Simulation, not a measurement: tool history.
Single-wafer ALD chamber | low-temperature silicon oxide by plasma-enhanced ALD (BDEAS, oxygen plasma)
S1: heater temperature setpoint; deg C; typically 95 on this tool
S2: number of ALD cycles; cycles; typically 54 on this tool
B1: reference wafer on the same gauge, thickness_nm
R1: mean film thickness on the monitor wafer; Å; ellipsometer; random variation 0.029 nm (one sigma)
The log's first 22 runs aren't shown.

run 23 day=69.725 | S1=100 S2=54 | B1=9.502 | R1=77.52
run 24 day=71.342 | S1=95 S2=54 | B1=9.503 | R1=79.11
run 25 day=74.325 | S1=109 S2=43 | B1=9.509 | R1=61.35
run 26 day=76.038 | S1=107 S2=45 | B1=9.505 | R1=64.23
run 27 day=82.517 | S1=91 S2=46 | B1=9.489 | R1=67.77
run 28 day=84.354 | S1=85 S2=54 | B1=9.481 | R1=81.28
run 29 day=87.662 | S1=95 S2=54 | B1=9.502 | R1=78.04
run 30 day=90.738 | S1=95 S2=46 | B1=9.511 | R1=66.85
run 31 day=93.658 | S1=85 S2=54 | B1=9.483 | R1=80.56
-- day=96.262 thermocouple changed; heater temperature recalibrated
run 32 day=104.733 | S1=86 S2=50 | B1=9.496 | R1=75.35
run 33 day=108.042 | S1=95 S2=54 | B1=9.511 | R1=79.08
run 34 day=117.758 | S1=84 S2=44 | B1=9.494 | R1=66.55
run 35 day=119.500 | S1=85 S2=61 | B1=9.521 | R1=91.89
run 36 day=122.625 | S1=95 S2=54 | B1=9.505 | R1=79.02

Predict each of these 5 candidate next runs independently; none follows another, all start after run 36:
run A day=122.646 | S1=95 S2=54 | B1=? | R1=?
run B day=122.646 | S1=84 S2=58 | B1=? | R1=?
run C day=122.646 | S1=81 S2=61 | B1=? | R1=?
run D day=122.646 | S1=106 S2=44 | B1=? | R1=?
run E day=122.646 | S1=104 S2=49 | B1=? | R1=?

run=A B1=9.486 R1=78.66
run=B B1=9.486 R1=87.42
run=C B1=9.486 R1=92.79
run=D B1=9.486 R1=62.82
run=E B1=9.486 R1=70.19
What these runs would have given with no unlogged condition in the tool:
run=A R1=79.70
run=B R1=88.54
run=C R1=93.96
run=D R1=63.25
run=E R1=70.66

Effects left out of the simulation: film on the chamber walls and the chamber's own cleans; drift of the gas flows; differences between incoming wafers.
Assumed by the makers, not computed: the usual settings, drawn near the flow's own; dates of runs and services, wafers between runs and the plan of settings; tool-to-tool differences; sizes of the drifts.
